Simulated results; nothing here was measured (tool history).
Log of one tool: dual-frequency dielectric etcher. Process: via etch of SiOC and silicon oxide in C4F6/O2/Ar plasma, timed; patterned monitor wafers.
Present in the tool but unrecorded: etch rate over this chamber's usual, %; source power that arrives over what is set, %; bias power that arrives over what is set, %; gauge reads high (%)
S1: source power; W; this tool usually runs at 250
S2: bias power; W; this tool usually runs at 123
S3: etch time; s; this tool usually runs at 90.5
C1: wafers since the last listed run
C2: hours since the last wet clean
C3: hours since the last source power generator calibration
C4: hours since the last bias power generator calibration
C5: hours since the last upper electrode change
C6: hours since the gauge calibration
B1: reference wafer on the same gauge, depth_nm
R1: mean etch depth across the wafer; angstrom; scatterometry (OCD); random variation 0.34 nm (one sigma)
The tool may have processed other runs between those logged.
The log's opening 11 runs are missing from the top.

run   hour   S1   S2     S3   C1     C2     C3      C4      C5     C6    B1    R1
 12  174.4  250  146   90.5   99   79.5  101.7  3578.1    5433  526.9  81.9   852
 13  188.6  250   99   90.5  113   93.7  115.9  3592.3  5447.2  541.1    82   716
     200.6  -- bias power generator calibrated
 14  223.5  250  123   90.5  247  128.6  150.8    22.9  5482.1    576  81.8   787
 15    240  250  123     66  132  145.1  167.3    39.4  5498.6  592.5    82   579
     272.6  -- upper electrode replaced
 16  273.1  230  140   90.5   72  178.2  200.4    72.5     0.5  625.6  81.8   791
 17  273.4  250  144   90.5    2  178.5  200.7    72.8     0.8  625.9  82.1   854
 18  310.2  300  100  102.5  294  215.3  237.5   109.6    37.6  662.7    82   911
 19  326.2  250  123   90.5  128  231.3  253.5   125.6    53.6  678.7  81.8   783
 20  333.1  250  150     82   55  238.2  260.4   132.5    60.5  685.6    82   786
     333.7  -- gauge calibrated
 21  347.9  250  123    117  118    253  275.2   147.3    75.3   14.2  81.7  1025
 22  359.2  250  123     66   90  264.3  286.5   158.6    86.6   25.5    82   579
 23    381  280  114   90.5  174  286.1  308.3   180.4   108.4   47.3  81.9   819
 24  398.3  270  149     69  138  303.4  325.6   197.7   125.7   64.6  81.9   685
 25  408.8  210  101   90.5   84  313.9  336.1   208.2   136.2   75.1  81.9   637
 26  415.7  280   97   81.5   55  320.8    343   215.1   143.1     82  81.9   685
 27  431.8  290  123     65  128  336.9  359.1   231.2   159.2   98.1  81.8   621
       460  -- wet clean of the chamber
 28  460.5  300  123   90.5   37    0.5  387.8   259.9   187.9  126.8  81.9   879
 29  460.8  250  114   90.5    2    0.8  388.1   260.2   188.2  127.1    82   766
 30  462.4  250  107     73   12    2.4  389.7   261.8   189.8  128.7  81.8   599
 31  472.1  280  110    115   77   12.1  399.4   271.5   199.5  138.4  81.9  1021

Alternative continuations, all from the tool just after run 31; predict every row:
  A  472.5  250  123  90.5   3  12.5  399.8  271.9  199.9  138.8   ?   ?
  B  472.5  300  131  70.5   3  12.5  399.8  271.9  199.9  138.8   ?   ?
  C  472.5  250   93  90.5   3  12.5  399.8  271.9  199.9  138.8   ?   ?

run    B1   R1
  A  81.9  786
  B  81.9  703
  C  81.9  688
Without the tool's unlogged condition, the same runs would have read:
run   R1
  A  786
  B  703
  C  688
